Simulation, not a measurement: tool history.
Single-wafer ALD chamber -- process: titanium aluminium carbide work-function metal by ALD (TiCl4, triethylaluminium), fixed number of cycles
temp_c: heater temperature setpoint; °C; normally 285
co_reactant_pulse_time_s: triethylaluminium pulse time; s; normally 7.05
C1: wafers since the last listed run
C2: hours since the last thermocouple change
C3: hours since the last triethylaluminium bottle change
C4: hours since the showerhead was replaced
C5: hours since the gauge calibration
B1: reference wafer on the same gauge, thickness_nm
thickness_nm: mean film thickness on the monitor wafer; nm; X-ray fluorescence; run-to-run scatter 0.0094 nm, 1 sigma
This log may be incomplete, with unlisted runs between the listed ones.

run 1 hour=0.0 | temp_c=285 co_reactant_pulse_time_s=7.05 | C1=0 C2=1795.1 C3=1006.4 C4=2133.6 C5=465.3 | B1=1.379 | thickness_nm=1.581
run 2 hour=53.3 | temp_c=285 co_reactant_pulse_time_s=7.05 | C1=911 C2=1848.4 C3=1059.7 C4=2186.9 C5=518.6 | B1=1.380 | thickness_nm=1.586
run 3 hour=97.3 | temp_c=285 co_reactant_pulse_time_s=7.05 | C1=752 C2=1892.4 C3=1103.7 C4=2230.9 C5=562.6 | B1=1.379 | thickness_nm=1.576
run 4 hour=139.1 | temp_c=285 co_reactant_pulse_time_s=7.05 | C1=715 C2=1934.2 C3=1145.5 C4=2272.7 C5=604.4 | B1=1.381 | thickness_nm=1.566
run 5 hour=165.5 | temp_c=285 co_reactant_pulse_time_s=7.05 | C1=451 C2=1960.6 C3=1171.9 C4=2299.1 C5=630.8 | B1=1.379 | thickness_nm=1.570
run 6 hour=236.8 | temp_c=285 co_reactant_pulse_time_s=7.05 | C1=1219 C2=2031.9 C3=1243.2 C4=2370.4 C5=702.1 | B1=1.381 | thickness_nm=1.568
-- hour=274.1 showerhead replaced
run 7 hour=293.0 | temp_c=293 co_reactant_pulse_time_s=7.05 | C1=824 C2=2088.1 C3=1299.4 C4=18.9 C5=758.3 | B1=1.380 | thickness_nm=1.623
run 8 hour=319.4 | temp_c=292 co_reactant_pulse_time_s=8.63 | C1=451 C2=2114.5 C3=1325.8 C4=45.3 C5=784.7 | B1=1.380 | thickness_nm=1.665
-- hour=340.2 thermocouple changed; heater temperature recalibrated
-- hour=345.4 gauge calibrated
run 9 hour=384.4 | temp_c=285 co_reactant_pulse_time_s=7.05 | C1=975 C2=44.2 C3=1390.8 C4=110.3 C5=39.0 | B1=1.380 | thickness_nm=1.581
-- hour=427.6 triethylaluminium bottle replaced
run 10 hour=429.0 | temp_c=300 co_reactant_pulse_time_s=4.60 | C1=626 C2=88.8 C3=1.4 C4=154.9 C5=83.6 | B1=1.380 | thickness_nm=1.664
run 11 hour=508.7 | temp_c=281 co_reactant_pulse_time_s=9.10 | C1=1363 C2=168.5 C3=81.1 C4=234.6 C5=163.3 | B1=1.380 | thickness_nm=1.676
run 12 hour=576.8 | temp_c=292 co_reactant_pulse_time_s=4.39 | C1=1165 C2=236.6 C3=149.2 C4=302.7 C5=231.4 | B1=1.379 | thickness_nm=1.585
run 13 hour=609.5 | temp_c=278 co_reactant_pulse_time_s=9.83 | C1=559 C2=269.3 C3=181.9 C4=335.4 C5=264.1 | B1=1.379 | thickness_nm=1.659
run 14 hour=647.5 | temp_c=293 co_reactant_pulse_time_s=7.05 | C1=650 C2=307.3 C3=219.9 C4=373.4 C5=302.1 | B1=1.380 | thickness_nm=1.683
run 15 hour=757.6 | temp_c=275 co_reactant_pulse_time_s=5.01 | C1=1883 C2=417.4 C3=330.0 C4=483.5 C5=412.2 | B1=1.379 | thickness_nm=1.476

Take each entry between the runs: how does the hidden state at the last listed run before it differ from the hidden state at the first listed run after it?
Logged between run 6 and run 7: showerhead replaced (hour 274.1)
  triethylaluminium dose above that of a fresh bottle (%): -35.3 -> -35.6
  measured result minus the result with no hidden state, thickness_nm: -0.087 -> -0.091 nm
Logged between run 8 and run 9: thermocouple changed; heater temperature recalibrated (hour 340.2); gauge calibrated (hour 345.4)
  triethylaluminium dose above that of a fresh bottle (%): -35.7 -> -36
  measured result minus the result with no hidden state, thickness_nm: -0.080 -> -0.091 nm
Logged between run 9 and run 10: triethylaluminium bottle replaced (hour 427.6)
  triethylaluminium dose above that of a fresh bottle (%): -36 -> -3.24
  measured result minus the result with no hidden state, thickness_nm: -0.091 -> -0.008 nm
